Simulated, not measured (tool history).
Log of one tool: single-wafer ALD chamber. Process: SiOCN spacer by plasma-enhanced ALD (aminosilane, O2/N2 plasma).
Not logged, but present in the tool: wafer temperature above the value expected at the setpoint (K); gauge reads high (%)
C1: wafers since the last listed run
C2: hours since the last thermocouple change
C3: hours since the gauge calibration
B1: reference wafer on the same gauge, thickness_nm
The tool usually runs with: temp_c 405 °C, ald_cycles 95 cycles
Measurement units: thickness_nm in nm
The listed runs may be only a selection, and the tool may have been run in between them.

run 1 hour=0 | temp_c=414 ald_cycles=90 | C1=0 C2=2400.4 C3=64.6 | B1=5.028 | thickness_nm=5.14
run 2 hour=9.5 | temp_c=414 ald_cycles=90 | C1=30 C2=2409.9 C3=74.1 | B1=5.032 | thickness_nm=5.135
run 3 hour=50.1 | temp_c=405 ald_cycles=95 | C1=130 C2=2450.5 C3=114.7 | B1=5.031 | thickness_nm=5.604
-- hour=77.6 gauge calibrated
-- hour=78 thermocouple changed; heater temperature recalibrated
run 4 hour=80.5 | temp_c=405 ald_cycles=95 | C1=72 C2=2.5 C3=2.9 | B1=5.033 | thickness_nm=5.601
run 5 hour=90 | temp_c=405 ald_cycles=95 | C1=30 C2=12 C3=12.4 | B1=5.026 | thickness_nm=5.586
run 6 hour=101.6 | temp_c=405 ald_cycles=95 | C1=37 C2=23.6 C3=24 | B1=5.028 | thickness_nm=5.62
run 7 hour=117.9 | temp_c=405 ald_cycles=95 | C1=52 C2=39.9 C3=40.3 | B1=5.03 | thickness_nm=5.572
run 8 hour=135.2 | temp_c=415 ald_cycles=83 | C1=55 C2=57.2 C3=57.6 | B1=5.032 | thickness_nm=4.723
run 9 hour=148.1 | temp_c=416 ald_cycles=112 | C1=41 C2=70.1 C3=70.5 | B1=5.031 | thickness_nm=6.32
run 10 hour=162.5 | temp_c=405 ald_cycles=107 | C1=46 C2=84.5 C3=84.9 | B1=5.029 | thickness_nm=6.322
run 11 hour=178.8 | temp_c=410 ald_cycles=104 | C1=52 C2=100.8 C3=101.2 | B1=5.03 | thickness_nm=6.012
run 12 hour=195 | temp_c=405 ald_cycles=95 | C1=52 C2=117 C3=117.4 | B1=5.034 | thickness_nm=5.596
run 13 hour=208.9 | temp_c=405 ald_cycles=95 | C1=44 C2=130.9 C3=131.3 | B1=5.03 | thickness_nm=5.586
run 14 hour=217 | temp_c=413 ald_cycles=109 | C1=26 C2=139 C3=139.4 | B1=5.032 | thickness_nm=6.255
run 15 hour=229.9 | temp_c=405 ald_cycles=95 | C1=41 C2=151.9 C3=152.3 | B1=5.029 | thickness_nm=5.575

Each row is a separate what-if for the run after 15, all from the same tool condition, not one after another. Results?
run A hour=230.5 | temp_c=409 ald_cycles=95 | C1=1 C2=152.5 C3=152.9 | B1=? | thickness_nm=?
run B hour=230.5 | temp_c=394 ald_cycles=79 | C1=1 C2=152.5 C3=152.9 | B1=? | thickness_nm=?
run C hour=230.5 | temp_c=398 ald_cycles=95 | C1=1 C2=152.5 C3=152.9 | B1=? | thickness_nm=?
run D hour=230.5 | temp_c=392 ald_cycles=113 | C1=1 C2=152.5 C3=152.9 | B1=? | thickness_nm=?

run=A B1=5.029 thickness_nm=5.505
run=B B1=5.029 thickness_nm=4.712
run=C B1=5.029 thickness_nm=5.667
run=D B1=5.029 thickness_nm=6.741
Without the tool's unlogged condition, the same runs would have read:
run=A thickness_nm=5.505
run=B thickness_nm=4.712
run=C thickness_nm=5.667
run=D thickness_nm=6.741
